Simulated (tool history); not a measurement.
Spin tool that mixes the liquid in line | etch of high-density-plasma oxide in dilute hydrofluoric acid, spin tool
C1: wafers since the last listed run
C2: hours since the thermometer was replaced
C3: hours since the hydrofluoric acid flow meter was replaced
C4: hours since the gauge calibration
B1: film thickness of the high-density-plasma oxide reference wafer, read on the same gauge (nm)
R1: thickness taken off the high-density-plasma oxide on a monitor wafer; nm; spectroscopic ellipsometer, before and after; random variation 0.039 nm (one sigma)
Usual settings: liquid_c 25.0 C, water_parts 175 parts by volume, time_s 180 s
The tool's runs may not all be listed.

run 1 day=0.000 | liquid_c=25.0 water_parts=175 time_s=180 | C1=0 C2=2556.8 C3=612.8 C4=72.4 | B1=50.025 | R1=4.631
run 2 day=0.329 | liquid_c=25.0 water_parts=175 time_s=180 | C1=36 C2=2564.7 C3=620.7 C4=80.3 | B1=50.045 | R1=4.666
run 3 day=0.979 | liquid_c=25.0 water_parts=175 time_s=180 | C1=71 C2=2580.3 C3=636.3 C4=95.9 | B1=50.002 | R1=4.656
run 4 day=1.604 | liquid_c=25.0 water_parts=175 time_s=140 | C1=68 C2=2595.3 C3=651.3 C4=110.9 | B1=50.006 | R1=3.606
run 5 day=1.875 | liquid_c=25.0 water_parts=140 time_s=180 | C1=29 C2=2601.8 C3=657.8 C4=117.4 | B1=49.995 | R1=5.999
run 6 day=2.138 | liquid_c=25.0 water_parts=140 time_s=180 | C1=28 C2=2608.1 C3=664.1 C4=123.7 | B1=50.028 | R1=6.004
run 7 day=2.850 | liquid_c=25.0 water_parts=175 time_s=230 | C1=78 C2=2625.2 C3=681.2 C4=140.8 | B1=50.014 | R1=5.868
-- day=3.304 gauge calibrated
run 8 day=3.346 | liquid_c=25.0 water_parts=175 time_s=230 | C1=54 C2=2637.1 C3=693.1 C4=1.0 | B1=49.992 | R1=5.819
run 9 day=4.025 | liquid_c=25.0 water_parts=175 time_s=180 | C1=74 C2=2653.4 C3=709.4 C4=17.3 | B1=49.951 | R1=4.616
run 10 day=4.358 | liquid_c=25.0 water_parts=115 time_s=180 | C1=36 C2=2661.4 C3=717.4 C4=25.3 | B1=49.949 | R1=7.520
-- day=4.442 thermometer replaced
run 11 day=4.858 | liquid_c=25.0 water_parts=140 time_s=180 | C1=50 C2=10.0 C3=729.4 C4=37.3 | B1=50.004 | R1=5.918
-- day=5.150 hydrofluoric acid flow meter replaced
run 12 day=5.171 | liquid_c=25.0 water_parts=255 time_s=250 | C1=29 C2=17.5 C3=0.5 C4=44.8 | B1=49.971 | R1=4.065
run 13 day=5.454 | liquid_c=25.0 water_parts=175 time_s=180 | C1=31 C2=24.3 C3=7.3 C4=51.6 | B1=49.978 | R1=4.597
run 14 day=5.838 | liquid_c=22.5 water_parts=175 time_s=255 | C1=42 C2=33.5 C3=16.5 C4=60.8 | B1=50.015 | R1=5.952
run 15 day=6.375 | liquid_c=21.0 water_parts=175 time_s=180 | C1=59 C2=46.4 C3=29.4 C4=73.7 | B1=49.971 | R1=3.978
run 16 day=7.083 | liquid_c=27.5 water_parts=265 time_s=220 | C1=78 C2=63.4 C3=46.4 C4=90.7 | B1=50.020 | R1=3.748

4 ways to go on from here, each from the tool as it stands after run 16. What would each give?
run A day=7.104 | liquid_c=25.0 water_parts=175 time_s=180 | C1=2 C2=63.9 C3=46.9 C4=91.2 | B1=? | R1=?
run B day=7.104 | liquid_c=27.5 water_parts=200 time_s=180 | C1=2 C2=63.9 C3=46.9 C4=91.2 | B1=? | R1=?
run C day=7.104 | liquid_c=27.0 water_parts=130 time_s=135 | C1=2 C2=63.9 C3=46.9 C4=91.2 | B1=? | R1=?
run D day=7.104 | liquid_c=28.5 water_parts=125 time_s=180 | C1=2 C2=63.9 C3=46.9 C4=91.2 | B1=? | R1=?

run=A B1=49.973 R1=4.611
run=B B1=49.973 R1=4.293
run=C B1=49.973 R1=5.293
run=D B1=49.973 R1=7.814
Without the tool's hidden state the same runs would have given:
run=A R1=4.611
run=B R1=4.293
run=C R1=5.293
run=D R1=7.814
